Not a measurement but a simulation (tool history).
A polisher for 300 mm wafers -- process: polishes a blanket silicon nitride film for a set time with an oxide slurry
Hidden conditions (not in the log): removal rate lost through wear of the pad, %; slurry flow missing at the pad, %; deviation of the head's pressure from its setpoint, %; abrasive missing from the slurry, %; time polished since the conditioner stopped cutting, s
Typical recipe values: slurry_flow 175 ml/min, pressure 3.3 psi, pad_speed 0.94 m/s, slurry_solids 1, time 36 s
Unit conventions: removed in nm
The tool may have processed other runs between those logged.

run   hour  slurry_flow  pressure  pad_speed  slurry_solids  time  wafers since the last listed run  wafers polished on this pad  hours since the slurry nozzle was cleaned  hours since the head pressure was calibrated  hours since the slurry blender was calibrated  hours since the conditioning disc was replaced  incoming thickness of the incoming film, nm  removed
  1      0          175       3.3       0.94              1    28                                 0                         1158                                        262                                          31.8                                          202.8                                           182.8                                        370.3       13
  2   16.8          175       3.3       0.94              1    28                               300                         1459                                      278.8                                          48.6                                          219.6                                           199.6                                        376.9     13.2
  3   44.5          175       3.3       0.94              1    36                               495                         1954                                      306.5                                          76.3                                          247.3                                           227.3                                        375.7     16.7
      51.3  -- slurry blender recalibrated
      68.7  -- conditioning disc replaced and pad reconditioned
  4  126.7          175       3.3       0.94              1    36                              1399                         3353                                      388.7                                         158.5                                           75.4                                              58                                        373.7     16.8
       154  -- worn pad replaced by a new one
  5  156.2          175       3.3       0.94              1    40                               456                           38                                      418.2                                           188                                          104.9                                            87.5                                        371.5     18.6
  6  170.9          175       3.3       0.94              1    42                               262                          301                                      432.9                                         202.7                                          119.6                                           102.2                                        366.3     19.8
  7  206.2          140       3.3       1.12              1    26                               631                          933                                      468.2                                           238                                          154.9                                           137.5                                        371.4       13
  8  220.5          130       2.2        0.8              1    24                               255                         1188                                      482.5                                         252.3                                          169.2                                           151.8                                        372.2      6.1
     245.9  -- slurry blender recalibrated
  9  246.4          195       3.3       0.94           0.85    45                               427                         1616                                      508.4                                         278.2                                            0.5                                           177.7                                          367     20.8
 10    264          155       3.3       0.86           1.25    36                               314                         1931                                        526                                         295.8                                           18.1                                           195.3                                        363.9       19
 11  292.1          205       3.3       0.62            0.7    44                               502                         2434                                      554.1                                         323.9                                           46.2                                           223.4                                        375.7       11
 12  305.2          155         3       0.94            1.1    47                               234                         2668                                      567.2                                           337                                           59.3                                           236.5                                        362.6     21.7
     307.4  -- conditioning disc replaced and pad reconditioned
 13  324.2          175       4.3       0.94              1    36                               304                         2972                                      586.2                                           356                                           78.3                                            16.8                                        371.3     22.3
     339.9  -- worn pad replaced by a new one
     342.7  -- slurry nozzle cleaned
 14  347.7          175       3.3       0.94           0.85    48                               330                          120                                          5                                         379.5                                          101.8                                            40.3                                        373.3     19.7
 15    362          190       3.3       0.94            0.7    25                               255                          376                                       19.3                                         393.8                                          116.1                                            54.6                                        368.3        8
 16    387          175       3.3       0.94              1    36                               447                          824                                       44.3                                         418.8                                          141.1                                            79.6                                        367.5     17.1
 17  422.1          175       3.3       0.94              1    36                               627                         1452                                       79.4                                         453.9                                          176.2                                           114.7                                        368.2     16.7
     468.5  -- slurry blender recalibrated
 18  471.6          150       2.5       0.94              1    36                               849                         2301                                      128.9                                         503.4                                            3.1                                           164.2                                        375.6     13.4
     484.1  -- head pressure recalibrated
 19  489.1          205       3.8        0.8              1    36                               277                         2579                                      146.4                                             5                                           20.6                                           181.7                                        365.2     18.3
 20  514.8          175       3.8       0.94              1    36                               459                         3039                                      172.1                                          30.7                                           46.3                                           207.4                                        376.4     20.1
     539.4  -- worn pad replaced by a new one
 21  539.7          175       3.3       0.94              1    36                               373                            6                                        197                                          55.6                                           71.2                                           232.3                                        370.2     17.4
 22  555.6          175       3.3       0.94              1    28                               284                          290                                      212.9                                          71.5                                           87.1                                           248.2                                        367.5     13.1
     568.2  -- conditioning disc replaced and pad reconditioned
 23    590          230       3.6        1.2            1.3    36                               579                          870                                      247.3                                         105.9                                          121.5                                            21.8                                        370.5     27.7
 24  618.3          225       3.3       0.94           1.25    36                               506                         1376                                      275.6                                         134.2                                          149.8                                            50.1                                        372.9     20.2
 25  639.9          175       3.3       0.62           1.25    36                               386                         1763                                      297.2                                         155.8                                          171.4                                            71.7                                          363       14

Forecast each of these 4 alternatives for the next run:
  A  640.3          175       3.3       0.94              1    36                                 7                         1770                                      297.6                                         156.2                                          171.8                                            72.1                                        368.9        ?
  B  640.3          160       3.3       0.94           1.15    28                                 7                         1770                                      297.6                                         156.2                                          171.8                                            72.1                                        368.9        ?
  C  640.3          175         3       0.94           0.75    36                                 7                         1770                                      297.6                                         156.2                                          171.8                                            72.1                                        368.9        ?
  D  640.3          175       3.3       0.94            0.8    36                                 7                         1770                                      297.6                                         156.2                                          171.8                                            72.1                                        368.9        ?

run  removed
  A     16.4
  B     13.9
  C     11.1
  D     13.2
Take away the tool's hidden state, keep each run's random variation, and the runs would have read:
run  removed
  A     18.2
  B     15.3
  C     12.7
  D       15
